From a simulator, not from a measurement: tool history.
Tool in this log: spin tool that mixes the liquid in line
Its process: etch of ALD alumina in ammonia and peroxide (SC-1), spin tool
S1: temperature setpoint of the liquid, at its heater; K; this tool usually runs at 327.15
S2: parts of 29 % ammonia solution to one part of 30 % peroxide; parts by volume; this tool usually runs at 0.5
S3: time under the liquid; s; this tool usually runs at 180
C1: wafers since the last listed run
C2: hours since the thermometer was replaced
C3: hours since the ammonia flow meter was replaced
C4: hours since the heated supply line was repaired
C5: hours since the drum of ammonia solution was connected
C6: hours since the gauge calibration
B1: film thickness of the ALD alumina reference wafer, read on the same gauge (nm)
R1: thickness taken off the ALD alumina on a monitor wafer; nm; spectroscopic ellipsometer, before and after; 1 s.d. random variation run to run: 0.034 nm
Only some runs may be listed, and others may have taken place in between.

run 1 hour=0 | S1=327.15 S2=0.5 S3=180 | C1=0 C2=2197.5 C3=1530.4 C4=2388.4 C5=26.6 C6=496.6 | B1=119.99 | R1=10.37
run 2 hour=13.7 | S1=327.15 S2=0.5 S3=180 | C1=129 C2=2211.2 C3=1544.1 C4=2402.1 C5=40.3 C6=510.3 | B1=120 | R1=10.28
run 3 hour=41.3 | S1=327.15 S2=0.5 S3=180 | C1=259 C2=2238.8 C3=1571.7 C4=2429.7 C5=67.9 C6=537.9 | B1=119.98 | R1=10.32
run 4 hour=57.2 | S1=327.15 S2=0.5 S3=180 | C1=149 C2=2254.7 C3=1587.6 C4=2445.6 C5=83.8 C6=553.8 | B1=119.99 | R1=10.29
run 5 hour=70.9 | S1=335.15 S2=0.5 S3=180 | C1=129 C2=2268.4 C3=1601.3 C4=2459.3 C5=97.5 C6=567.5 | B1=119.98 | R1=15.74
-- hour=80.2 heated supply line repaired
run 6 hour=84.6 | S1=320.65 S2=0.6 S3=180 | C1=119 C2=2282.1 C3=1615 C4=4.4 C5=111.2 C6=581.2 | B1=119.97 | R1=6.98
run 7 hour=95.6 | S1=327.15 S2=0.5 S3=180 | C1=103 C2=2293.1 C3=1626 C4=15.4 C5=122.2 C6=592.2 | B1=120.01 | R1=9.8
run 8 hour=107.8 | S1=322.65 S2=0.5 S3=135 | C1=114 C2=2305.3 C3=1638.2 C4=27.6 C5=134.4 C6=604.4 | B1=119.98 | R1=5.74
run 9 hour=120.5 | S1=320.65 S2=0.35 S3=140 | C1=119 C2=2318 C3=1650.9 C4=40.3 C5=147.1 C6=617.1 | B1=120.01 | R1=5.15
-- hour=125.5 ammonia flow meter replaced
run 10 hour=136.9 | S1=334.15 S2=0.5 S3=180 | C1=145 C2=2334.4 C3=11.4 C4=56.7 C5=163.5 C6=633.5 | B1=120.01 | R1=14.25
run 11 hour=153.5 | S1=327.15 S2=0.3 S3=180 | C1=156 C2=2351 C3=28 C4=73.3 C5=180.1 C6=650.1 | B1=119.99 | R1=9.39
run 12 hour=167.9 | S1=327.15 S2=0.5 S3=180 | C1=135 C2=2365.4 C3=42.4 C4=87.7 C5=194.5 C6=664.5 | B1=120 | R1=9.81
-- hour=180.9 thermometer replaced
-- hour=181.1 gauge calibrated
run 13 hour=191.4 | S1=327.15 S2=0.5 S3=180 | C1=211 C2=10.5 C3=65.9 C4=111.2 C5=218 C6=10.3 | B1=119.99 | R1=9.86
-- hour=204.5 heated supply line repaired, repeated, since the last time left the tool worse
run 14 hour=205.6 | S1=327.15 S2=0.7 S3=180 | C1=124 C2=24.7 C3=80.1 C4=1.1 C5=232.2 C6=24.5 | B1=120.02 | R1=11.52
run 15 hour=219.5 | S1=327.15 S2=0.5 S3=180 | C1=130 C2=38.6 C3=94 C4=15 C5=246.1 C6=38.4 | B1=120.03 | R1=11.15
run 16 hour=225.7 | S1=327.15 S2=0.6 S3=180 | C1=58 C2=44.8 C3=100.2 C4=21.2 C5=252.3 C6=44.6 | B1=120.03 | R1=11.29
run 17 hour=241.3 | S1=319.65 S2=0.5 S3=180 | C1=146 C2=60.4 C3=115.8 C4=36.8 C5=267.9 C6=60.2 | B1=119.99 | R1=7.31
run 18 hour=273.7 | S1=327.15 S2=0.5 S3=180 | C1=305 C2=92.8 C3=148.2 C4=69.2 C5=300.3 C6=92.6 | B1=120.01 | R1=11.05
run 19 hour=290 | S1=327.15 S2=0.5 S3=180 | C1=153 C2=109.1 C3=164.5 C4=85.5 C5=316.6 C6=108.9 | B1=119.99 | R1=11.08
run 20 hour=299.8 | S1=333.15 S2=0.35 S3=75 | C1=92 C2=118.9 C3=174.3 C4=95.3 C5=326.4 C6=118.7 | B1=119.97 | R1=6.11
run 21 hour=313.9 | S1=322.15 S2=0.6 S3=110 | C1=132 C2=133 C3=188.4 C4=109.4 C5=340.5 C6=132.8 | B1=120.01 | R1=5.24
run 22 hour=325.6 | S1=327.15 S2=0.4 S3=215 | C1=110 C2=144.7 C3=200.1 C4=121.1 C5=352.2 C6=144.5 | B1=119.99 | R1=12.87
run 23 hour=333.6 | S1=327.15 S2=0.5 S3=120 | C1=75 C2=152.7 C3=208.1 C4=129.1 C5=360.2 C6=152.5 | B1=120 | R1=7.34
run 24 hour=340.7 | S1=327.15 S2=0.5 S3=180 | C1=66 C2=159.8 C3=215.2 C4=136.2 C5=367.3 C6=159.6 | B1=120.03 | R1=11.07

5 options for the next run, each taken on its own from the tool as it stands now. Forecast them:
run A hour=341.2 | S1=327.15 S2=0.5 S3=280 | C1=4 C2=160.3 C3=215.7 C4=136.7 C5=367.8 C6=160.1 | B1=? | R1=?
run B hour=341.2 | S1=330.15 S2=0.3 S3=215 | C1=4 C2=160.3 C3=215.7 C4=136.7 C5=367.8 C6=160.1 | B1=? | R1=?
run C hour=341.2 | S1=330.15 S2=0.35 S3=275 | C1=4 C2=160.3 C3=215.7 C4=136.7 C5=367.8 C6=160.1 | B1=? | R1=?
run D hour=341.2 | S1=334.15 S2=0.6 S3=220 | C1=4 C2=160.3 C3=215.7 C4=136.7 C5=367.8 C6=160.1 | B1=? | R1=?
run E hour=341.2 | S1=327.15 S2=0.5 S3=130 | C1=4 C2=160.3 C3=215.7 C4=136.7 C5=367.8 C6=160.1 | B1=? | R1=?

run=A B1=120.02 R1=17.08
run=B B1=120.02 R1=14.65
run=C B1=120.02 R1=19.01
run=D B1=120.02 R1=19.68
run=E B1=120.02 R1=7.93
What these runs would have given with no unlogged condition in the tool:
run=A R1=17.21
run=B R1=14.76
run=C R1=19.15
run=D R1=19.83
run=E R1=7.99
